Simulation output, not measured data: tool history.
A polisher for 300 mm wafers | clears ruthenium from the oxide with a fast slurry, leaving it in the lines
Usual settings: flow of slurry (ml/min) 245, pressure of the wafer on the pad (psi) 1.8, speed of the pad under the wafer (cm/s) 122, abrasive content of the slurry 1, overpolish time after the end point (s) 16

run   hour  flow of slurry (ml/min)  pressure of the wafer on the pad (psi)  speed of the pad under the wafer (cm/s)  abrasive content of the slurry  overpolish time after the end point (s)  wafers since the last listed run  wafers polished on this pad  hours since the slurry nozzle was cleaned  hours since the head pressure was calibrated  hours since the slurry blender was calibrated  incoming thickness of the incoming film, nm  time until the end point was called (s)  dishing of a wide line in a test structure (angstrom)
  1      0                      245                                     1.8                                      122                               1                                       16                                 0                          402                                      115.6                                         534.1                                          303.6                                        222.6                                       67                                                    427
      28.2  -- slurry blender recalibrated
  2   73.7                      245                                     1.8                                      122                               1                                       16                               419                          822                                      189.3                                         607.8                                           45.5                                          218                                     59.4                                                    496
     169.8  -- slurry nozzle cleaned
     181.1  -- worn pad replaced by a new one
  3  181.6                      245                                     1.8                                      122                            0.85                                       16                               601                            2                                       11.8                                         715.7                                          153.4                                        221.6                                     68.9                                                    413
  4  218.7                      245                                     1.8                                      122                            0.85                                       16                               216                          219                                       48.9                                         752.8                                          190.5                                        221.3                                     72.2                                                    405
     363.1  -- slurry blender recalibrated
  5  368.9                      245                                     1.8                                      122                            0.85                                       16                               866                         1086                                      199.1                                           903                                            5.8                                        217.2                                     61.7                                                    464
     382.3  -- worn pad replaced by a new one
     451.8  -- slurry nozzle cleaned
  6  467.4                      245                                     1.8                                      122                               1                                       16                               546                          491                                       15.6                                        1001.5                                          104.3                                        217.3                                       61                                                    474
       502  -- head pressure recalibrated
  7  549.8                      245                                     1.8                                      122                               1                                       16                               470                          961                                         98                                          47.8                                          186.7                                        221.1                                       63                                                    468
  8  586.9                      325                                     1.8                                      148                             0.7                                       16                               216                         1178                                      135.1                                          84.9                                          223.8                                        220.7                                     66.9                                                    439

The next listed run, before its measurement:
     624.4  -- worn pad replaced by a new one
     646.7  -- slurry blender recalibrated
  9  647.2                      200                                     1.8                                      122                               1                                       13                               317                          121                                      195.4                                         145.2                                            0.5                                        217.3                                        ?                                                      ?

Run 9 gave time until the end point was called (s) 60, dishing of a wide line in a test structure (angstrom) 401.
Without the tool's hidden state the same run would have given time until the end point was called (s) 59.5, dishing of a wide line in a test structure (angstrom) 404.
